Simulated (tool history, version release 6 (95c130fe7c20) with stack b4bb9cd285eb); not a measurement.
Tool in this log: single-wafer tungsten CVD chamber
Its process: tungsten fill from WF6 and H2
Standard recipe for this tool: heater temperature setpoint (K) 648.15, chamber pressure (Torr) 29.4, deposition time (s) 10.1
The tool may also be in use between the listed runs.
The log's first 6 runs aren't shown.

run    hour  heater temperature setpoint (K)  chamber pressure (Torr)  deposition time (s)  wafers since the last listed run  hours since the last thermocouple change  hours since the last manometer calibration  hours since the showerhead was replaced  hours since the gauge calibration  read-back reference wafer on the same gauge, thickness_nm  mean film thickness on the monitor wafer (angstrom)
  7   447.6                           648.15                     29.4                 10.1                              3626                                    2074.4                                      1265.7                                   4819.1                              637.8                                                     19.868                                                174.9
  8   515.3                           648.15                     29.4                 10.1                              2805                                    2142.1                                      1333.4                                   4886.8                              705.5                                                     19.902                                               176.26
  9   605.6                           648.15                     29.4                 10.1                              3742                                    2232.4                                      1423.7                                   4977.1                              795.8                                                     19.924                                               176.72
        666  -- thermocouple changed; heater temperature recalibrated
 10   678.3                           648.15                     29.4                 10.1                              2681                                      12.3                                      1496.4                                   5049.8                              868.5                                                     19.928                                               176.23
 11   727.1                           648.15                     29.4                 10.1                              2022                                      61.1                                      1545.2                                   5098.6                              917.3                                                       19.9                                               175.04
      749.4  -- capacitance manometer re-zeroed and calibrated
 12   769.7                           648.15                     29.4                 10.1                              1434                                     103.7                                        20.3                                   5141.2                              959.9                                                     19.876                                               182.17
 13   815.9                           648.15                     29.4                  9.6                              1914                                     149.9                                        66.5                                   5187.4                             1006.1                                                     19.892                                               171.71
 14     904                           648.15                     29.4                 10.1                              3651                                       238                                       154.6                                   5275.5                             1094.2                                                     19.875                                               181.38
 15   965.7                           648.15                     29.4                 10.1                              2557                                     299.7                                       216.3                                   5337.2                             1155.9                                                      19.87                                               180.67
 16  1047.5                           648.15                     29.4                 11.7                              3390                                     381.5                                       298.1                                     5419                             1237.7                                                     19.882                                               208.08
 17  1121.1                           657.15                     34.6                  8.6                              3050                                     455.1                                       371.7                                   5492.6                             1311.3                                                     19.919                                               195.39
 18  1175.9                           648.15                     33.4                 10.1                              2271                                     509.9                                       426.5                                   5547.4                             1366.1                                                     19.903                                                190.7
 19  1226.2                           648.15                     29.4                 10.1                              2084                                     560.2                                       476.8                                   5597.7                             1416.4                                                     19.904                                               179.11
     1250.2  -- showerhead replaced
 20  1279.2                           648.15                     29.4                 10.1                              1865                                     613.2                                       529.8                                       29                             1469.4                                                     19.899                                               178.42
 21  1343.3                           648.15                     29.4                 10.1                              2656                                     677.3                                       593.9                                     93.1                             1533.5                                                     19.917                                               179.64
     1361.2  -- gauge calibrated
 22  1412.5                           648.15                     29.4                 10.1                              2868                                     746.5                                       663.1                                    162.3                               51.3                                                     19.896                                               178.13
 23  1499.6                           642.15                     35.6                 11.2                              3609                                     833.6                                       750.2                                    249.4                              138.4                                                     19.911                                               195.82
 24    1555                           648.15                     29.4                 10.1                              2296                                       889                                       805.6                                    304.8                              193.8                                                     19.887                                               178.16
 25  1628.5                           644.15                     34.5                  8.2                              3046                                     962.5                                       879.1                                    378.3                              267.3                                                     19.923                                               145.96
 26  1700.1                           655.15                     29.4                  9.6                              2967                                    1034.1                                       950.7                                    449.9                              338.9                                                     19.887                                               190.38
 27  1742.1                           648.15                     29.4                 10.1                              1740                                    1076.1                                       992.7                                    491.9                              380.9                                                     19.873                                               177.11
 28  1804.9                           648.15                     35.5                 10.1                              2602                                    1138.9                                      1055.5                                    554.7                              443.7                                                     19.904                                               195.63
 29  1871.5                           660.15                     32.3                 11.6                              2760                                    1205.5                                      1122.1                                    621.3                              510.3                                                     19.939                                               267.02
 30  1938.2                           643.15                     29.4                 10.1                              2764                                    1272.2                                      1188.8                                      688                                577                                                     19.897                                               161.61
 31  1998.1                           648.15                       36                 11.9                              2482                                    1332.1                                      1248.7                                    747.9                              636.9                                                     19.915                                               235.69

3 options for the next run, each taken on its own from the tool as it stands now. Forecast them:
  A  1998.5                           648.15                     29.4                 10.1                                16                                    1332.5                                      1249.1                                    748.3                              637.3                                                          ?                                                    ?
  B  1998.5                           655.15                     22.6                  9.6                                16                                    1332.5                                      1249.1                                    748.3                              637.3                                                          ?                                                    ?
  C  1998.5                           644.15                     29.4                 10.1                                16                                    1332.5                                      1249.1                                    748.3                              637.3                                                          ?                                                    ?

run  read-back reference wafer on the same gauge, thickness_nm  mean film thickness on the monitor wafer (angstrom)
  A                                                     19.874                                               177.18
  B                                                     19.874                                               164.37
  C                                                     19.874                                               164.65
With the hidden condition removed and each run's random variation left untouched, the same runs would have given:
run  mean film thickness on the monitor wafer (angstrom)
  A                                               181.36
  B                                               168.29
  C                                               168.53

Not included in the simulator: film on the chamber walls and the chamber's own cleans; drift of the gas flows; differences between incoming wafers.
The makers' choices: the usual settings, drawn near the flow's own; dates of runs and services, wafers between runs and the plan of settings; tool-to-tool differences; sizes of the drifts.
